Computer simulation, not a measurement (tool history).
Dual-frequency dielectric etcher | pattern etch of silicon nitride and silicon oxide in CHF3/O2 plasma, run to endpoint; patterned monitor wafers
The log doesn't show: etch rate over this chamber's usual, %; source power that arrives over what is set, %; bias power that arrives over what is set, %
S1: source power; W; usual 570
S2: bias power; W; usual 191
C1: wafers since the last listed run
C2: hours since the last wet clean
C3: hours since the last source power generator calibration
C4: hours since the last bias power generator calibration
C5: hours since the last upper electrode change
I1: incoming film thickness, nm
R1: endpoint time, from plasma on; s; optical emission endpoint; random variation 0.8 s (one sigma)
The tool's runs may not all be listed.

run	hour	S1	S2	C1	C2	C3	C4	C5	I1	R1
1	0	640	191	0	322.8	1653.6	4058.7	5349.7	191.5	108.4
2	72.2	600	191	520	395	1725.8	4130.9	5421.9	190.7	110.8
3	128.4	570	191	405	451.2	1782	4187.1	5478.1	193	116.5
# hour 230.7: wet clean of the chamber
4	235.6	570	191	599	4.9	1889.2	4294.3	5585.3	191.3	118.6
5	306.8	570	158	513	76.1	1960.4	4365.5	5656.5	190.2	127.2
6	349.7	570	158	309	119	2003.3	4408.4	5699.4	190.7	127.8
7	412.1	570	191	449	181.4	2065.7	4470.8	5761.8	192.9	120.5
8	486.3	570	191	534	255.6	2139.9	4545	5836	193	119.4
# hour 534.4: bias power generator calibrated
9	622.5	570	191	953	391.8	2276.1	88.1	5972.2	191.9	117.2
10	677.5	570	191	396	446.8	2331.1	143.1	6027.2	193.3	117.3
# hour 702.2: source power generator calibrated
11	722.7	570	191	297	492	20.5	188.3	6072.4	191.5	115.3
12	818.1	500	206	687	587.4	115.9	283.7	6167.8	193	121.5
# hour 850.5: wet clean of the chamber
13	884.1	480	161	302	33.6	181.9	349.7	6233.8	191.7	145.2
14	939.1	570	191	396	88.6	236.9	404.7	6288.8	192	121
# hour 1020.5: upper electrode replaced
15	1028.3	630	179	470	177.8	326.1	493.9	7.8	191.3	115.9
16	1079.3	460	156	367	228.8	377.1	544.9	58.8	190.7	148.3
17	1176	690	215	697	325.5	473.8	641.6	155.5	191.8	100.2
18	1229.9	500	162	388	379.4	527.7	695.5	209.4	192.8	138.1
19	1332.5	690	177	739	482	630.3	798.1	312	194.4	108
20	1370.7	570	171	275	520.2	668.5	836.3	350.2	191.4	121.6
# hour 1429.8: wet clean of the chamber
21	1430.3	570	191	256	0.5	728.1	895.9	409.8	192.4	122
22	1498	570	191	488	68.2	795.8	963.6	477.5	191.7	119

Forecast each of these 3 alternatives for the next run:
A	1498.5	570	191	3	68.7	796.3	964.1	478	188.5	?
B	1498.5	500	179	3	68.7	796.3	964.1	478	188.5	?
C	1498.5	480	191	3	68.7	796.3	964.1	478	188.5	?

run	R1
A	118.4
B	132.4
C	132.4
Without the tool's hidden state the same runs would have given:
run	R1
A	118.7
B	132.6
C	132.7
